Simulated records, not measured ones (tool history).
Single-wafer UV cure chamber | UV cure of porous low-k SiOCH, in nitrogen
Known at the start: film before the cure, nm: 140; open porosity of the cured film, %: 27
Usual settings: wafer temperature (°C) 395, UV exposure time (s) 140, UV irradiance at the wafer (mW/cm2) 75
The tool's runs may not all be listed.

run	hour	wafer temperature (°C)	UV exposure time (s)	UV irradiance at the wafer (mW/cm2)	loss of film thickness in the cure (%)
1	0	395	140	106	10.608
2	26.8	395	140	106	10.57
# hour 69.4: quartz window cleaned
3	84.9	395	140	106	11.556
4	125.8	395	140	75	10.047
5	177.6	395	140	75	9.798
6	239.6	395	140	75	9.631
7	266.7	395	140	75	9.384
8	327.9	395	140	75	9.105
9	399.9	395	140	75	8.799
# hour 441.3: quartz window cleaned
10	469.3	395	140	75	9.442
11	525	395	105	75	8.207
12	582.1	395	105	75	8.102
13	612.1	395	110	75	8.257
14	672.4	411	90	56	6.174
15	709.5	395	140	52	7.404
16	766	408	190	49	8.315
# hour 786.5: quartz window cleaned
17	823.8	395	110	75	8.53
# hour 854.9: UV bulbs replaced
18	883.6	378	140	104	11.882
19	924.4	395	140	75	10.492
20	990.7	395	140	110	11.706
21	1030.6	395	140	97	11.291
22	1068.6	379	95	48	5.557
# hour 1133.9: quartz window cleaned
23	1134.4	395	140	75	10.008
24	1157.9	395	105	75	8.92
25	1212.9	395	80	75	7.674
26	1238	412	220	63	11.704

Forecast each of these 5 alternatives for the next run:
A	1238.5	388	140	75	?
B	1238.5	395	75	90	?
C	1238.5	413	195	57	?
D	1238.5	395	210	75	?
E	1238.5	406	65	102	?

run	loss of film thickness in the cure (%)
A	9.78
B	7.821
C	10.521
D	11.903
E	7.933
Without the tool's hidden state the same runs would have given:
run	loss of film thickness in the cure (%)
A	10.634
B	8.642
C	11.385
D	12.787
E	8.756
